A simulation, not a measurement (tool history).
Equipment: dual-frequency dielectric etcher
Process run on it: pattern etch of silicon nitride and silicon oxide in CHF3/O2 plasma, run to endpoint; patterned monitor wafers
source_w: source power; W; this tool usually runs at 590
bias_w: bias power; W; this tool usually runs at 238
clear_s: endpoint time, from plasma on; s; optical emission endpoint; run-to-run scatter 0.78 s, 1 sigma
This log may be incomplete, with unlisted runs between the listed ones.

| run | hour | source_w | bias_w | wafers since the last listed run | hours since the last wet clean | hours since the last source power generator calibration | hours since the last bias power generator calibration | hours since the last upper electrode change | incoming incoming film thickness, nm | clear_s |
|---|---|---|---|---|---|---|---|---|---|---|
| 1 | 0 | 590 | 205 | 0 | 128 | 3930.3 | 2794.1 | 1696.6 | 152.4 | 104.9 |
| 2 | 21.8 | 590 | 205 | 171 | 149.8 | 3952.1 | 2815.9 | 1718.4 | 151.9 | 103.2 |
| 3 | 52.9 | 590 | 205 | 244 | 180.9 | 3983.2 | 2847 | 1749.5 | 153.4 | 104.1 |
| 4 | 66.8 | 480 | 224 | 109 | 194.8 | 3997.1 | 2860.9 | 1763.4 | 152.9 | 111.5 |
| 5 | 98.8 | 590 | 238 | 251 | 226.8 | 4029.1 | 2892.9 | 1795.4 | 152.2 | 97.8 |
| 6 | 127.2 | 590 | 238 | 223 | 255.2 | 4057.5 | 2921.3 | 1823.8 | 151.3 | 97.3 |
| 7 | 162.2 | 510 | 238 | 275 | 290.2 | 4092.5 | 2956.3 | 1858.8 | 155.7 | 107.5 |
| 8 | 187.6 | 510 | 238 | 199 | 315.6 | 4117.9 | 2981.7 | 1884.2 | 153 | 107.3 |
| 9 | 203.2 | 590 | 238 | 122 | 331.2 | 4133.5 | 2997.3 | 1899.8 | 152.5 | 98.7 |
|  | 221.7 | source power generator calibrated |
| 10 | 222.2 | 590 | 238 | 117 | 350.2 | 0.5 | 3016.3 | 1918.8 | 153.4 | 99.1 |
| 11 | 249.3 | 590 | 222 | 213 | 377.3 | 27.6 | 3043.4 | 1945.9 | 152.7 | 101.3 |
| 12 | 270.8 | 590 | 225 | 168 | 398.8 | 49.1 | 3064.9 | 1967.4 | 153.1 | 102.9 |
|  | 310.3 | upper electrode replaced |
| 13 | 310.8 | 590 | 225 | 125 | 438.8 | 89.1 | 3104.9 | 0.5 | 152.9 | 101.1 |
| 14 | 332.8 | 590 | 238 | 172 | 460.8 | 111.1 | 3126.9 | 22.5 | 151.9 | 99.7 |
| 15 | 364.2 | 590 | 238 | 246 | 492.2 | 142.5 | 3158.3 | 53.9 | 152.1 | 99.2 |
| 16 | 389.5 | 470 | 238 | 198 | 517.5 | 167.8 | 3183.6 | 79.2 | 153.6 | 114.5 |
| 17 | 406.7 | 540 | 272 | 135 | 534.7 | 185 | 3200.8 | 96.4 | 152.6 | 98.9 |
| 18 | 434.7 | 450 | 238 | 220 | 562.7 | 213 | 3228.8 | 124.4 | 150.7 | 113.6 |
| 19 | 449.3 | 590 | 238 | 114 | 577.3 | 227.6 | 3243.4 | 139 | 152.7 | 101.1 |
|  | 458.2 | bias power generator calibrated |
| 20 | 475 | 670 | 203 | 170 | 603 | 253.3 | 16.8 | 164.7 | 154 | 103.5 |
| 21 | 488.5 | 590 | 238 | 106 | 616.5 | 266.8 | 30.3 | 178.2 | 153.1 | 102.4 |
|  | 524.7 | wet clean of the chamber |
| 22 | 525.2 | 680 | 280 | 99 | 0.5 | 303.5 | 67 | 214.9 | 153.2 | 84 |
| 23 | 542.9 | 520 | 293 | 139 | 18.2 | 321.2 | 84.7 | 232.6 | 152.3 | 94.9 |
| 24 | 555.1 | 590 | 238 | 95 | 30.4 | 333.4 | 96.9 | 244.8 | 152.2 | 95 |
| 25 | 583.2 | 730 | 261 | 220 | 58.5 | 361.5 | 125 | 272.9 | 153.4 | 83.6 |
| 26 | 668.2 | 680 | 282 | 668 | 143.5 | 446.5 | 210 | 357.9 | 153.2 | 85.3 |
| 27 | 703.4 | 660 | 210 | 276 | 178.7 | 481.7 | 245.2 | 393.1 | 153.6 | 98.5 |
| 28 | 720 | 590 | 238 | 130 | 195.3 | 498.3 | 261.8 | 409.7 | 154 | 99.2 |

Forecast each of these 3 alternatives for the next run:
| A | 720.5 | 590 | 238 | 3 | 195.8 | 498.8 | 262.3 | 410.2 | 152.6 | ? |
| B | 720.5 | 510 | 274 | 3 | 195.8 | 498.8 | 262.3 | 410.2 | 152.6 | ? |
| C | 720.5 | 470 | 221 | 3 | 195.8 | 498.8 | 262.3 | 410.2 | 152.6 | ? |

| run | clear_s |
|---|---|
| A | 96.7 |
| B | 97.8 |
| C | 112.7 |
Take away the tool's hidden state, keep each run's random variation, and the runs would have read:
| run | clear_s |
|---|---|
| A | 94.8 |
| B | 95.9 |
| C | 110.5 |

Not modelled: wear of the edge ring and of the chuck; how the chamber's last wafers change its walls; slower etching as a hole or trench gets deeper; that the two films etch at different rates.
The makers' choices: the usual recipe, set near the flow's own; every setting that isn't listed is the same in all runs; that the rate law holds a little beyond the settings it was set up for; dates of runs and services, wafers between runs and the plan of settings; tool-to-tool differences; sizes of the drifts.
